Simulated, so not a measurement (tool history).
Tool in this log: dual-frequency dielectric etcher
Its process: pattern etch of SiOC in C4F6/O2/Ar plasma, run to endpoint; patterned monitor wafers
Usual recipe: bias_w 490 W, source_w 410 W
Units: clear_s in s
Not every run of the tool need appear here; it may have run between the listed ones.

| run | hour | bias_w | source_w | wafers since the last listed run | hours since the last wet clean | hours since the last bias power generator calibration | hours since the last source power generator calibration | hours since the last upper electrode change | incoming incoming film thickness, nm | clear_s |
|---|---|---|---|---|---|---|---|---|---|---|
| 1 | 0.0 | 420 | 450 | 0 | 661.2 | 1229.5 | 1173.8 | 1923.9 | 28.40 | 9.2 |
|  | 88.9 | wet clean of the chamber |
| 2 | 89.4 | 420 | 450 | 1124 | 0.5 | 1318.9 | 1263.2 | 2013.3 | 28.51 | 9.3 |
| 3 | 146.7 | 420 | 450 | 985 | 57.8 | 1376.2 | 1320.5 | 2070.6 | 28.27 | 9.1 |
| 4 | 203.2 | 490 | 410 | 971 | 114.3 | 1432.7 | 1377.0 | 2127.1 | 28.37 | 9.2 |
| 5 | 282.6 | 490 | 410 | 1365 | 193.7 | 1512.1 | 1456.4 | 2206.5 | 28.34 | 9.2 |
| 6 | 349.0 | 490 | 410 | 1141 | 260.1 | 1578.5 | 1522.8 | 2272.9 | 28.63 | 9.2 |
| 7 | 398.0 | 490 | 410 | 842 | 309.1 | 1627.5 | 1571.8 | 2321.9 | 28.43 | 9.2 |
| 8 | 498.2 | 490 | 410 | 1722 | 409.3 | 1727.7 | 1672.0 | 2422.1 | 28.18 | 9.1 |
| 9 | 545.5 | 410 | 410 | 813 | 456.6 | 1775.0 | 1719.3 | 2469.4 | 28.48 | 9.6 |
|  | 555.3 | bias power generator calibrated |
| 10 | 623.7 | 410 | 410 | 1275 | 534.8 | 68.4 | 1797.5 | 2547.6 | 28.40 | 9.7 |
|  | 700.6 | wet clean of the chamber |
| 11 | 702.0 | 490 | 410 | 933 | 1.4 | 146.7 | 1875.8 | 2625.9 | 28.29 | 9.2 |
| 12 | 785.4 | 490 | 410 | 1433 | 84.8 | 230.1 | 1959.2 | 2709.3 | 27.95 | 9.1 |
| 13 | 891.4 | 490 | 410 | 1822 | 190.8 | 336.1 | 2065.2 | 2815.3 | 27.98 | 9.0 |
| 14 | 938.7 | 490 | 410 | 813 | 238.1 | 383.4 | 2112.5 | 2862.6 | 28.28 | 9.1 |
| 15 | 1030.7 | 584 | 370 | 1581 | 330.1 | 475.4 | 2204.5 | 2954.6 | 28.44 | 9.2 |
| 16 | 1136.3 | 490 | 490 | 1815 | 435.7 | 581.0 | 2310.1 | 3060.2 | 28.34 | 8.4 |
| 17 | 1222.9 | 490 | 410 | 1488 | 522.3 | 667.6 | 2396.7 | 3146.8 | 28.26 | 9.2 |
|  | 1313.6 | upper electrode replaced |
| 18 | 1314.1 | 490 | 410 | 1155 | 613.5 | 758.8 | 2487.9 | 0.5 | 28.26 | 9.1 |
|  | 1356.9 | wet clean of the chamber |
| 19 | 1391.8 | 434 | 410 | 923 | 34.9 | 836.5 | 2565.6 | 78.2 | 28.34 | 9.3 |
| 20 | 1461.4 | 434 | 410 | 1196 | 104.5 | 906.1 | 2635.2 | 147.8 | 28.01 | 9.4 |
| 21 | 1627.5 | 370 | 330 | 2855 | 270.6 | 1072.2 | 2801.3 | 313.9 | 28.08 | 10.9 |
| 22 | 1694.8 | 447 | 410 | 1156 | 337.9 | 1139.5 | 2868.6 | 381.2 | 28.24 | 9.4 |
| 23 | 1782.8 | 490 | 500 | 1512 | 425.9 | 1227.5 | 2956.6 | 469.2 | 28.28 | 8.3 |
| 24 | 1864.2 | 373 | 490 | 1399 | 507.3 | 1308.9 | 3038.0 | 550.6 | 28.21 | 9.2 |
| 25 | 1951.8 | 490 | 370 | 1505 | 594.9 | 1396.5 | 3125.6 | 638.2 | 28.44 | 9.6 |
| 26 | 2041.3 | 373 | 380 | 1538 | 684.4 | 1486.0 | 3215.1 | 727.7 | 28.36 | 10.2 |
|  | 2082.8 | wet clean of the chamber |
| 27 | 2122.1 | 535 | 410 | 976 | 39.3 | 1566.8 | 3295.9 | 808.5 | 28.48 | 9.0 |
| 28 | 2389.4 | 545 | 350 | 4595 | 306.6 | 1834.1 | 3563.2 | 1075.8 | 28.16 | 9.4 |
|  | 2397.1 | bias power generator calibrated |
|  | 2414.1 | source power generator calibrated |
| 29 | 2432.7 | 490 | 410 | 606 | 349.9 | 35.6 | 18.6 | 1119.1 | 28.33 | 9.2 |
| 30 | 2501.5 | 463 | 470 | 1182 | 418.7 | 104.4 | 87.4 | 1187.9 | 28.25 | 8.7 |
|  | 2803.9 | wet clean of the chamber |
| 31 | 2804.4 | 490 | 410 | 4794 | 0.5 | 407.3 | 390.3 | 1490.8 | 27.92 | 9.0 |
| 32 | 2868.9 | 490 | 410 | 1108 | 65.0 | 471.8 | 454.8 | 1555.3 | 28.26 | 9.2 |
| 33 | 2936.0 | 490 | 470 | 1153 | 132.1 | 538.9 | 521.9 | 1622.4 | 28.47 | 8.7 |
| 34 | 2980.5 | 490 | 330 | 765 | 176.6 | 583.4 | 566.4 | 1666.9 | 28.09 | 9.9 |
| 35 | 3053.2 | 428 | 350 | 1249 | 249.3 | 656.1 | 639.1 | 1739.6 | 28.20 | 10.2 |
| 36 | 3153.0 | 490 | 410 | 1715 | 349.1 | 755.9 | 738.9 | 1839.4 | 28.47 | 9.3 |

Entry by entry between the runs, the difference in hidden state between the last listed run before and the first listed run after:
Runs 1 to 2: wet clean of the chamber (hour 88.9)
  both runs share identical hidden conditions
Runs 9 to 10: bias power generator calibrated (hour 555.3)
  both runs share identical hidden conditions
Runs 10 to 11: wet clean of the chamber (hour 700.6)
  both runs share identical hidden conditions
Runs 17 to 18: upper electrode replaced (hour 1313.6)
  both runs share identical hidden conditions
Runs 18 to 19: wet clean of the chamber (hour 1356.9)
  both runs share identical hidden conditions
Runs 26 to 27: wet clean of the chamber (hour 2082.8)
  both runs share identical hidden conditions
Runs 28 to 29: bias power generator calibrated (hour 2397.1); source power generator calibrated (hour 2414.1)
  both runs share identical hidden conditions
Runs 30 to 31: wet clean of the chamber (hour 2803.9)
  both runs share identical hidden conditions
